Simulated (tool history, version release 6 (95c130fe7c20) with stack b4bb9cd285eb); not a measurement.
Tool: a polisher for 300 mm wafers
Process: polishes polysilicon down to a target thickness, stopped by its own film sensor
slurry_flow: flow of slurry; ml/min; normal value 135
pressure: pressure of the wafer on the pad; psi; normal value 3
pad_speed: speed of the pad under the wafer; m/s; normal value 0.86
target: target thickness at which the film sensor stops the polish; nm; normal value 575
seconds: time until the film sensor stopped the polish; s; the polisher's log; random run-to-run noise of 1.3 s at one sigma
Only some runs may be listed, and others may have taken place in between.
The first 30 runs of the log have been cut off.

run   hour  slurry_flow  pressure  pad_speed  target  incoming thickness of the incoming film, nm  seconds
 31  820.8          135         3       0.86     575                                       1110.6     64.8
 32  832.9          160       2.5       0.86     419                                       1116.2     92.3
 33  864.6          135         3       0.68     575                                       1127.7     84.9
 34  900.2          135         3       0.86     421                                       1121.9     83.8
 35  917.2          105         3       0.68     708                                       1105.8     64.3
 36  940.1          135         3       0.86     575                                       1129.8     69.3
 37  961.3          135       3.8       0.94     497                                       1098.8     58.9
 38  984.5          135         3       0.86     575                                       1113.5     64.6

Consider 3 possible next runs. They are alternatives, not a sequence: every one starts from the tool as it was left by run 38. What does each give?
  A  984.9          180         3       0.86     575                                       1121.3        ?
  B  984.9          135       3.7       0.58     575                                       1121.3        ?
  C  984.9          105       3.5        1.1     527                                       1121.3        ?

run  seconds
  A     64.2
  B       84
  C     56.6
Without the tool's hidden state the same runs would have given:
run  seconds
  A     68.2
  B     89.2
  C     60.2
